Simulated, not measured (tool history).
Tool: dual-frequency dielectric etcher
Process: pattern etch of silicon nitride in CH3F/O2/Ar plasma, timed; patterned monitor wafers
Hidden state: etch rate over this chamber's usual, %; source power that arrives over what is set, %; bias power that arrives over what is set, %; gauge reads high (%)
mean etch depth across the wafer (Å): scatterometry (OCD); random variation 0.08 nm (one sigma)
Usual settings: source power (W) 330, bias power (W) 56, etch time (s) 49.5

run   hour  source power (W)  bias power (W)  etch time (s)  wafers since the last listed run  hours since the last wet clean  hours since the last source power generator calibration  hours since the last bias power generator calibration  hours since the last upper electrode change  hours since the gauge calibration  read-back reference wafer on the same gauge, depth_nm  mean etch depth across the wafer (Å)
  1    0.0               330              56           43.0                                 0                           320.2                                                   3419.2                                                 2808.9                                       5765.9                              219.8                                                  35.00                                 266.2
  2   10.6               330              56           54.5                               135                           330.8                                                   3429.8                                                 2819.5                                       5776.5                              230.4                                                  35.00                                 337.1
  3   28.1               330              56           54.5                               224                           348.3                                                   3447.3                                                 2837.0                                       5794.0                              247.9                                                  35.01                                 338.5
  4   44.3               330              56           54.5                               207                           364.5                                                   3463.5                                                 2853.2                                       5810.2                              264.1                                                  35.00                                 337.0
  5   50.7               350              56           57.0                                82                           370.9                                                   3469.9                                                 2859.6                                       5816.6                              270.5                                                  34.98                                 367.7
  6   65.4               330              56           49.5                               188                           385.6                                                   3484.6                                                 2874.3                                       5831.3                              285.2                                                  35.00                                 308.0
  7   74.1               330              56           49.5                               111                           394.3                                                   3493.3                                                 2883.0                                       5840.0                              293.9                                                  35.00                                 307.9
  8   87.5               330              56           49.5                               171                           407.7                                                   3506.7                                                 2896.4                                       5853.4                              307.3                                                  34.98                                 308.7
  9   99.8               330              56           49.5                               157                           420.0                                                   3519.0                                                 2908.7                                       5865.7                              319.6                                                  34.98                                 308.0
 10  112.1               330              56           49.5                               157                           432.3                                                   3531.3                                                 2921.0                                       5878.0                              331.9                                                  34.99                                 309.8
     127.9  -- source power generator calibrated
     136.5  -- wet clean of the chamber
     142.8  -- gauge calibrated
     150.0  -- upper electrode replaced
 11  150.5               330              48           49.5                               157                            14.0                                                     22.6                                                 2959.4                                          0.5                                7.7                                                  35.01                                 300.1
 12  150.8               330              48           49.5                                 3                            14.3                                                     22.9                                                 2959.7                                          0.8                                8.0                                                  34.99                                 303.0
 13  151.1               280              48           62.5                                 3                            14.6                                                     23.2                                                 2960.0                                          1.1                                8.3                                                  34.99                                 340.9
 14  160.3               260              67           45.5                               117                            23.8                                                     32.4                                                 2969.2                                         10.3                               17.5                                                  35.00                                 270.8
 15  172.1               290              45           59.5                               151                            35.6                                                     44.2                                                 2981.0                                         22.1                               29.3                                                  35.00                                 327.9
     202.7  -- wet clean of the chamber, repeated, since the last time left the tool worse
 16  203.2               260              67           45.5                                91                             0.5                                                     75.3                                                 3012.1                                         53.2                               60.4                                                  35.01                                 253.0
 17  203.5               260              56           49.5                                 3                             0.8                                                     75.6                                                 3012.4                                         53.5                               60.7                                                  35.00                                 258.1
 18  204.4               330              56           60.0                                11                             1.7                                                     76.5                                                 3013.3                                         54.4                               61.6                                                  35.00                                 364.0
     209.4  -- bias power generator calibrated
 19  222.0               270              68           49.5                               174                            19.3                                                     94.1                                                   12.6                                         72.0                               79.2                                                  34.99                                 285.2
 20  228.5               300              60           61.5                                83                            25.8                                                    100.6                                                   19.1                                         78.5                               85.7                                                  34.99                                 360.3
 21  241.4               270              56           41.0                               165                            38.7                                                    113.5                                                   32.0                                         91.4                               98.6                                                  35.00                                 219.5
 22  258.7               260              67           45.5                               221                            56.0                                                    130.8                                                   49.3                                        108.7                              115.9                                                  35.00                                 253.8
 23  266.8               330              56           49.5                               103                            64.1                                                    138.9                                                   57.4                                        116.8                              124.0                                                  34.99                                 300.5
 24  275.9               330              56           49.5                               116                            73.2                                                    148.0                                                   66.5                                        125.9                              133.1                                                  34.99                                 300.8

5 ways to go on from here, each from the tool as it stands after run 24. What would each give?
  A  276.3               330              56           49.5                                 5                            73.6                                                    148.4                                                   66.9                                        126.3                              133.5                                                      ?                                     ?
  B  276.3               250              61           36.0                                 5                            73.6                                                    148.4                                                   66.9                                        126.3                              133.5                                                      ?                                     ?
  C  276.3               290              46           53.5                                 5                            73.6                                                    148.4                                                   66.9                                        126.3                              133.5                                                      ?                                     ?
  D  276.3               350              44           43.0                                 5                            73.6                                                    148.4                                                   66.9                                        126.3                              133.5                                                      ?                                     ?
  E  276.3               290              69           43.0                                 5                            73.6                                                    148.4                                                   66.9                                        126.3                              133.5                                                      ?                                     ?

run  read-back reference wafer on the same gauge, depth_nm  mean etch depth across the wafer (Å)
  A                                                  34.99                                 300.4
  B                                                  34.99                                 188.2
  C                                                  34.99                                 278.2
  D                                                  34.99                                 247.6
  E                                                  34.99                                 260.8
Without the tool's hidden state the same runs would have given:
run  mean etch depth across the wafer (Å)
  A                                 298.8
  B                                 187.2
  C                                 276.7
  D                                 246.2
  E                                 259.4
